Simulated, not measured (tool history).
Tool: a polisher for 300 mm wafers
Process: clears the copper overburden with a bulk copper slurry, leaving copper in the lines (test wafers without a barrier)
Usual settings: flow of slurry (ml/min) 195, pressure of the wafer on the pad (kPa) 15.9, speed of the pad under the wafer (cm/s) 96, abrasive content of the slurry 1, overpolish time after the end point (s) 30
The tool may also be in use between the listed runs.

run   hour  flow of slurry (ml/min)  pressure of the wafer on the pad (kPa)  speed of the pad under the wafer (cm/s)  abrasive content of the slurry  overpolish time after the end point (s)  incoming thickness of the incoming film, nm  time until the end point was called (s)  dishing of a wide line in a test structure (Å)
  1      0                      210                                    15.9                                       96                               1                                       30                                          687                                     77.1                                             908
  2   14.9                      210                                    15.9                                       96                               1                                       30                                        682.8                                     77.9                                             888
  3   25.1                      210                                    15.9                                       96                               1                                       30                                        684.8                                     78.1                                             896
  4   38.7                      195                                    15.9                                       96                               1                                       30                                        680.3                                     77.8                                             900
  5   49.9                      195                                    15.9                                       96                               1                                       30                                        682.9                                     76.6                                             878
  6   66.8                      195                                    15.9                                       96                               1                                       30                                        671.3                                     76.7                                             898
  7   78.1                      195                                    18.6                                       96                            0.75                                       39                                        678.3                                     72.6                                            1022
  8   91.7                      195                                    15.9                                       96                               1                                       30                                        671.7                                     78.2                                             885
  9   97.9                      195                                    17.9                                       96                               1                                       44                                        671.1                                     66.9                                            1042
 10  114.1                      195                                    15.9                                       96                               1                                       30                                        678.2                                     74.9                                             897
 11  122.5                      240                                      11                                       68                               1                                       30                                        677.6                                    145.8                                             622
 12  133.1                      195                                    18.6                                       96                               1                                       38                                        679.6                                     65.3                                            1020
 13  141.7                      195                                    15.9                                       96                               1                                       30                                        695.8                                     79.8                                             900
 14  158.4                      265                                    15.9                                       72                            1.25                                       38                                        681.6                                     93.3                                             912
 15  169.5                      195                                    15.9                                       96                               1                                       30                                        680.9                                     77.2                                             902
 16    181                      195                                    15.9                                       96                               1                                       30                                        685.6                                     79.6                                             911
 17  198.3                      220                                    15.9                                       80                            1.25                                       17                                        683.5                                     88.4                                             666
 18  211.6                      195                                    15.9                                       96                               1                                       30                                        679.7                                     78.3                                             913
 19  225.8                      195                                    15.9                                       96                               1                                       41                                        679.9                                     77.6                                             987
 20  234.6                      195                                    15.9                                       96                               1                                       30                                        683.8                                     76.8                                             909
 21  244.9                      215                                    18.6                                       96                               1                                       36                                          686                                     67.2                                            1031
 22  256.1                      195                                    15.9                                      118                               1                                       44                                        682.3                                     63.2                                            1031
 23  273.9                      195                                    15.9                                       96                             0.8                                       24                                        681.2                                     83.3                                             828
 24  280.7                      195                                      20                                      120                               1                                       46                                        687.2                                     50.8                                            1093
 25  287.5                      195                                    15.9                                       68                            0.75                                       30                                          673                                    111.7                                             764
 26  300.6                      195                                    15.9                                      112                               1                                       30                                        678.2                                     65.5                                             930
 27  308.8                      135                                    15.9                                       96                               1                                       30                                        680.7                                     81.6                                             904
 28  324.7                      195                                    15.9                                      118                               1                                       44                                        691.5                                     65.3                                            1001

Not shown: 7 entries that the log had between the listed runs. Between which runs, and how does the tool's hidden state differ before and after?
After run 4, before run 5: slurry blender recalibrated (hour 46.5)
  no hidden state differs between the two runs
After run 7, before run 8: worn pad replaced by a new one (hour 83.2); head pressure recalibrated (hour 86.3)
  no hidden state differs between the two runs
After run 8, before run 9: slurry nozzle cleaned (hour 93.7)
  no hidden state differs between the two runs
After run 16, before run 17: slurry blender recalibrated (hour 191.4); worn pad replaced by a new one (hour 193.5)
  no hidden state differs between the two runs
After run 25, before run 26: worn pad replaced by a new one (hour 300.1)
  no hidden state differs between the two runs
